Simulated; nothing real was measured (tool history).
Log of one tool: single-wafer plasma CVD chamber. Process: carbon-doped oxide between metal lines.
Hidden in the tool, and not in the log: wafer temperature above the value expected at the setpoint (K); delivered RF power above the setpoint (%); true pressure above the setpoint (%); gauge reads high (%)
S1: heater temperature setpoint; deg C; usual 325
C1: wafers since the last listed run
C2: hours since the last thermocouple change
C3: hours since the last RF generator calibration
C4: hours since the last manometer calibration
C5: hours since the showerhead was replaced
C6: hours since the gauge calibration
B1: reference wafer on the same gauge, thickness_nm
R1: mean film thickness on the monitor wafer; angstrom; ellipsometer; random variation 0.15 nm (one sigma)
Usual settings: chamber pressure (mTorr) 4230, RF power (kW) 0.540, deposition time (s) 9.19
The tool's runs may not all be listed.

run 1 hour=0.0 | S1=325 chamber_pressure_(mTorr)=3480 RF_power_(kW)=0.620 deposition_time_(s)=9.19 | C1=0 C2=1009.3 C3=1183.9 C4=2122.3 C5=7032.2 C6=160.1 | B1=53.808 | R1=613.39
run 2 hour=28.8 | S1=325 chamber_pressure_(mTorr)=4230 RF_power_(kW)=0.540 deposition_time_(s)=9.19 | C1=1122 C2=1038.1 C3=1212.7 C4=2151.1 C5=7061.0 C6=188.9 | B1=53.818 | R1=579.19
run 3 hour=46.1 | S1=325 chamber_pressure_(mTorr)=4230 RF_power_(kW)=0.540 deposition_time_(s)=9.19 | C1=674 C2=1055.4 C3=1230.0 C4=2168.4 C5=7078.3 C6=206.2 | B1=53.802 | R1=575.17
run 4 hour=78.9 | S1=325 chamber_pressure_(mTorr)=4230 RF_power_(kW)=0.540 deposition_time_(s)=9.19 | C1=1277 C2=1088.2 C3=1262.8 C4=2201.2 C5=7111.1 C6=239.0 | B1=53.803 | R1=574.64
run 5 hour=93.9 | S1=325 chamber_pressure_(mTorr)=4230 RF_power_(kW)=0.540 deposition_time_(s)=9.19 | C1=584 C2=1103.2 C3=1277.8 C4=2216.2 C5=7126.1 C6=254.0 | B1=53.818 | R1=574.94
run 6 hour=123.6 | S1=335 chamber_pressure_(mTorr)=4230 RF_power_(kW)=0.540 deposition_time_(s)=9.19 | C1=1157 C2=1132.9 C3=1307.5 C4=2245.9 C5=7155.8 C6=283.7 | B1=53.753 | R1=557.15
run 7 hour=149.5 | S1=335 chamber_pressure_(mTorr)=4230 RF_power_(kW)=0.540 deposition_time_(s)=9.19 | C1=1009 C2=1158.8 C3=1333.4 C4=2271.8 C5=7181.7 C6=309.6 | B1=53.798 | R1=559.04
run 8 hour=180.8 | S1=335 chamber_pressure_(mTorr)=4230 RF_power_(kW)=0.540 deposition_time_(s)=9.19 | C1=1219 C2=1190.1 C3=1364.7 C4=2303.1 C5=7213.0 C6=340.9 | B1=53.798 | R1=560.80
run 9 hour=213.6 | S1=325 chamber_pressure_(mTorr)=4790 RF_power_(kW)=0.540 deposition_time_(s)=9.19 | C1=1277 C2=1222.9 C3=1397.5 C4=2335.9 C5=7245.8 C6=373.7 | B1=53.816 | R1=583.41
-- hour=222.8 RF generator calibrated
-- hour=234.2 gauge calibrated
run 10 hour=244.6 | S1=325 chamber_pressure_(mTorr)=4230 RF_power_(kW)=0.540 deposition_time_(s)=8.66 | C1=896 C2=1253.9 C3=21.8 C4=2366.9 C5=7276.8 C6=10.4 | B1=53.772 | R1=541.46
-- hour=263.6 capacitance manometer re-zeroed and calibrated
run 11 hour=277.4 | S1=325 chamber_pressure_(mTorr)=4230 RF_power_(kW)=0.540 deposition_time_(s)=8.66 | C1=966 C2=1286.7 C3=54.6 C4=13.8 C5=7309.6 C6=43.2 | B1=53.802 | R1=541.59
-- hour=289.5 thermocouple changed; heater temperature recalibrated
run 12 hour=308.3 | S1=325 chamber_pressure_(mTorr)=4230 RF_power_(kW)=0.540 deposition_time_(s)=9.19 | C1=892 C2=18.8 C3=85.5 C4=44.7 C5=7340.5 C6=74.1 | B1=53.815 | R1=582.49
run 13 hour=342.7 | S1=325 chamber_pressure_(mTorr)=4230 RF_power_(kW)=0.540 deposition_time_(s)=9.19 | C1=1340 C2=53.2 C3=119.9 C4=79.1 C5=7374.9 C6=108.5 | B1=53.774 | R1=582.93
run 14 hour=369.5 | S1=325 chamber_pressure_(mTorr)=4230 RF_power_(kW)=0.440 deposition_time_(s)=10.88 | C1=1044 C2=80.0 C3=146.7 C4=105.9 C5=7401.7 C6=135.3 | B1=53.786 | R1=609.34
run 15 hour=399.2 | S1=325 chamber_pressure_(mTorr)=3480 RF_power_(kW)=0.620 deposition_time_(s)=9.19 | C1=1157 C2=109.7 C3=176.4 C4=135.6 C5=7431.4 C6=165.0 | B1=53.827 | R1=618.07
run 16 hour=429.5 | S1=325 chamber_pressure_(mTorr)=4230 RF_power_(kW)=0.585 deposition_time_(s)=9.19 | C1=1180 C2=140.0 C3=206.7 C4=165.9 C5=7461.7 C6=195.3 | B1=53.822 | R1=608.82
-- hour=459.2 showerhead replaced
run 17 hour=464.4 | S1=314 chamber_pressure_(mTorr)=4230 RF_power_(kW)=0.540 deposition_time_(s)=9.19 | C1=1048 C2=174.9 C3=241.6 C4=200.8 C5=5.2 C6=230.2 | B1=53.784 | R1=604.11
run 18 hour=487.0 | S1=325 chamber_pressure_(mTorr)=4230 RF_power_(kW)=0.540 deposition_time_(s)=9.19 | C1=880 C2=197.5 C3=264.2 C4=223.4 C5=27.8 C6=252.8 | B1=53.782 | R1=580.53
run 19 hour=506.9 | S1=312 chamber_pressure_(mTorr)=5140 RF_power_(kW)=0.465 deposition_time_(s)=9.19 | C1=775 C2=217.4 C3=284.1 C4=243.3 C5=47.7 C6=272.7 | B1=53.795 | R1=569.62
run 20 hour=539.6 | S1=325 chamber_pressure_(mTorr)=4230 RF_power_(kW)=0.540 deposition_time_(s)=9.19 | C1=1274 C2=250.1 C3=316.8 C4=276.0 C5=80.4 C6=305.4 | B1=53.763 | R1=580.82
run 21 hour=568.3 | S1=319 chamber_pressure_(mTorr)=4230 RF_power_(kW)=0.540 deposition_time_(s)=9.19 | C1=1118 C2=278.8 C3=345.5 C4=304.7 C5=109.1 C6=334.1 | B1=53.807 | R1=592.90
run 22 hour=584.1 | S1=313 chamber_pressure_(mTorr)=5200 RF_power_(kW)=0.540 deposition_time_(s)=9.87 | C1=615 C2=294.6 C3=361.3 C4=320.5 C5=124.9 C6=349.9 | B1=53.822 | R1=663.84
run 23 hour=607.8 | S1=320 chamber_pressure_(mTorr)=4230 RF_power_(kW)=0.540 deposition_time_(s)=9.19 | C1=923 C2=318.3 C3=385.0 C4=344.2 C5=148.6 C6=373.6 | B1=53.795 | R1=593.95
run 24 hour=635.7 | S1=325 chamber_pressure_(mTorr)=4230 RF_power_(kW)=0.540 deposition_time_(s)=9.19 | C1=1087 C2=346.2 C3=412.9 C4=372.1 C5=176.5 C6=401.5 | B1=53.797 | R1=582.88
run 25 hour=664.8 | S1=321 chamber_pressure_(mTorr)=3630 RF_power_(kW)=0.600 deposition_time_(s)=9.19 | C1=1133 C2=375.3 C3=442.0 C4=401.2 C5=205.6 C6=430.6 | B1=53.822 | R1=617.61

Forecast each of these 3 alternatives for the next run:
run A hour=665.2 | S1=325 chamber_pressure_(mTorr)=4230 RF_power_(kW)=0.540 deposition_time_(s)=9.19 | C1=15 C2=375.7 C3=442.4 C4=401.6 C5=206.0 C6=431.0 | B1=? | R1=?
run B hour=665.2 | S1=325 chamber_pressure_(mTorr)=4940 RF_power_(kW)=0.540 deposition_time_(s)=10.88 | C1=15 C2=375.7 C3=442.4 C4=401.6 C5=206.0 C6=431.0 | B1=? | R1=?
run C hour=665.2 | S1=325 chamber_pressure_(mTorr)=3530 RF_power_(kW)=0.445 deposition_time_(s)=9.19 | C1=15 C2=375.7 C3=442.4 C4=401.6 C5=206.0 C6=431.0 | B1=? | R1=?

run=A B1=53.776 R1=582.94
run=B B1=53.776 R1=700.55
run=C B1=53.776 R1=511.41
Without the tool's hidden state the same runs would have given:
run=A R1=583.95
run=B R1=701.77
run=C R1=512.31
